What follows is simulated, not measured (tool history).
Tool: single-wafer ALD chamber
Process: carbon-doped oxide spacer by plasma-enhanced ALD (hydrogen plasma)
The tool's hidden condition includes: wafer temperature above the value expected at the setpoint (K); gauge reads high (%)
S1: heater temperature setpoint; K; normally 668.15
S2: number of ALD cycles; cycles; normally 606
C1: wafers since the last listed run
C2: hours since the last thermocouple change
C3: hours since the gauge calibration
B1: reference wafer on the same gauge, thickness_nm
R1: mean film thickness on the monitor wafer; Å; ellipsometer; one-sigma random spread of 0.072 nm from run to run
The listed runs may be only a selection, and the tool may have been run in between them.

run,hour,S1,S2,C1,C2,C3,B1,R1
1,0,668.15,606,0,2549.6,143.1,32.794,288.48
2,64.4,668.15,606,44,2614,207.5,32.812,289.25
3,129.4,668.15,606,45,2679,272.5,32.813,290.13
4,155.2,668.15,606,17,2704.8,298.3,32.805,287.66
5,201.1,668.15,606,31,2750.7,344.2,32.79,290
6,247.7,668.15,606,32,2797.3,390.8,32.807,289.04
7,273.6,668.15,564,17,2823.2,416.7,32.803,268.95
8,341.9,668.15,564,47,2891.5,485,32.811,270.45
9,400.6,668.15,564,40,2950.2,543.7,32.801,268.33
# hour 416: thermocouple changed; heater temperature recalibrated
# hour 417.9: gauge calibrated
10,603.1,668.15,606,134,187.1,185.2,32.807,288.94
11,639.6,657.15,724,25,223.6,221.7,32.789,345.29
12,663.7,668.15,653,16,247.7,245.8,32.819,313.04
13,692.9,681.15,540,20,276.9,275,32.785,250.53
14,720.5,668.15,606,19,304.5,302.6,32.802,288.88
15,779.2,668.15,606,40,363.2,361.3,32.807,288.89
16,837.6,656.15,565,40,421.6,419.7,32.806,270.64
17,904.3,655.15,568,46,488.3,486.4,32.816,270.59
18,965,656.15,500,42,549,547.1,32.797,238.15
19,1010.7,682.15,684,31,594.7,592.8,32.802,315.65
20,1040.3,662.15,706,20,624.3,622.4,32.819,337.19
21,1069,668.15,528,19,653,651.1,32.813,250.97

The tool's hidden state at each run:
wafer temperature above the value expected at the setpoint (K): 0 across all the runs
gauge reads high (%): 0 across all the runs
